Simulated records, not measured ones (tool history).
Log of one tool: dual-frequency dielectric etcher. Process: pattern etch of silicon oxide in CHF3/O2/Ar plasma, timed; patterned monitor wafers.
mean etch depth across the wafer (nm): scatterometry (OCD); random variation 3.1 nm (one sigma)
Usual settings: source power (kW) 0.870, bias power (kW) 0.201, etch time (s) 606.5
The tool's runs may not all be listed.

| run | day | source power (kW) | bias power (kW) | etch time (s) | wafers since the last listed run | hours since the last wet clean | hours since the last source power generator calibration | hours since the last bias power generator calibration | hours since the last upper electrode change | hours since the gauge calibration | read-back reference wafer on the same gauge, depth_nm | mean etch depth across the wafer (nm) |
|---|---|---|---|---|---|---|---|---|---|---|---|---|
| 1 | 0.000 | 0.870 | 0.238 | 606.5 | 0 | 105.0 | 3483.2 | 1811.7 | 1599.1 | 495.7 | 1291.2 | 1606.6 |
| 2 | 2.004 | 0.870 | 0.225 | 606.5 | 167 | 153.1 | 3531.3 | 1859.8 | 1647.2 | 543.8 | 1290.5 | 1572.4 |
| 3 | 4.079 | 0.870 | 0.232 | 606.5 | 173 | 202.9 | 3581.1 | 1909.6 | 1697.0 | 593.6 | 1289.9 | 1591.7 |
| 4 | 9.917 | 0.870 | 0.232 | 606.5 | 488 | 343.0 | 3721.2 | 2049.7 | 1837.1 | 733.7 | 1289.3 | 1602.9 |
| 5 | 12.458 | 0.870 | 0.201 | 606.5 | 212 | 404.0 | 3782.2 | 2110.7 | 1898.1 | 794.7 | 1291.0 | 1501.5 |
| 6 | 14.288 | 0.870 | 0.201 | 606.5 | 152 | 447.9 | 3826.1 | 2154.6 | 1942.0 | 838.6 | 1290.1 | 1504.8 |
|  | 15.558 | wet clean of the chamber |
| 7 | 16.808 | 0.870 | 0.201 | 606.5 | 127 | 30.0 | 3886.6 | 2215.1 | 2002.5 | 899.1 | 1289.6 | 1473.8 |
| 8 | 19.521 | 0.720 | 0.201 | 606.5 | 226 | 95.1 | 3951.7 | 2280.2 | 2067.6 | 964.2 | 1289.6 | 1309.8 |
| 9 | 20.725 | 0.870 | 0.201 | 606.5 | 100 | 124.0 | 3980.6 | 2309.1 | 2096.5 | 993.1 | 1290.2 | 1481.1 |
| 10 | 23.500 | 0.790 | 0.188 | 606.5 | 232 | 190.6 | 4047.2 | 2375.7 | 2163.1 | 1059.7 | 1288.5 | 1349.9 |
| 11 | 24.692 | 1.000 | 0.217 | 449.0 | 99 | 219.2 | 4075.8 | 2404.3 | 2191.7 | 1088.3 | 1288.8 | 1246.9 |
|  | 31.579 | bias power generator calibrated |
| 12 | 32.933 | 0.870 | 0.174 | 606.5 | 675 | 417.0 | 4273.6 | 32.5 | 2389.5 | 1286.1 | 1289.6 | 1405.5 |
|  | 34.588 | wet clean of the chamber |
| 13 | 34.608 | 0.960 | 0.238 | 760.5 | 56 | 0.5 | 4313.8 | 72.7 | 2429.7 | 1326.3 | 1289.3 | 2142.3 |
| 14 | 37.017 | 0.870 | 0.201 | 554.5 | 201 | 58.3 | 4371.6 | 130.5 | 2487.5 | 1384.1 | 1290.4 | 1362.5 |
| 15 | 39.967 | 0.800 | 0.230 | 713.0 | 246 | 129.1 | 4442.4 | 201.3 | 2558.3 | 1454.9 | 1289.9 | 1776.8 |
| 16 | 42.721 | 0.870 | 0.201 | 606.5 | 230 | 195.2 | 4508.5 | 267.4 | 2624.4 | 1521.0 | 1288.4 | 1498.7 |
|  | 44.638 | source power generator calibrated |
| 17 | 44.929 | 1.080 | 0.226 | 505.0 | 170 | 248.2 | 7.0 | 320.4 | 2677.4 | 1574.0 | 1288.3 | 1502.0 |
| 18 | 46.383 | 0.870 | 0.174 | 553.5 | 121 | 283.1 | 41.9 | 355.3 | 2712.3 | 1608.9 | 1289.4 | 1278.2 |
| 19 | 49.017 | 0.870 | 0.201 | 606.5 | 220 | 346.3 | 105.1 | 418.5 | 2775.5 | 1672.1 | 1289.2 | 1511.5 |
| 20 | 50.050 | 0.870 | 0.201 | 506.0 | 86 | 371.1 | 129.9 | 443.3 | 2800.3 | 1696.9 | 1288.6 | 1264.3 |

The next listed run, before its measurement:
| 21 | 51.817 | 0.870 | 0.201 | 544.5 | 147 | 413.5 | 172.3 | 485.7 | 2842.7 | 1739.3 | ? | ? |

{"run 21": {"read-back reference wafer on the same gauge, depth_nm": 1289.5, "mean etch depth across the wafer (nm)": 1365.6}}
Without the tool's hidden state the same run would have given mean etch depth across the wafer (nm) 1321.2.

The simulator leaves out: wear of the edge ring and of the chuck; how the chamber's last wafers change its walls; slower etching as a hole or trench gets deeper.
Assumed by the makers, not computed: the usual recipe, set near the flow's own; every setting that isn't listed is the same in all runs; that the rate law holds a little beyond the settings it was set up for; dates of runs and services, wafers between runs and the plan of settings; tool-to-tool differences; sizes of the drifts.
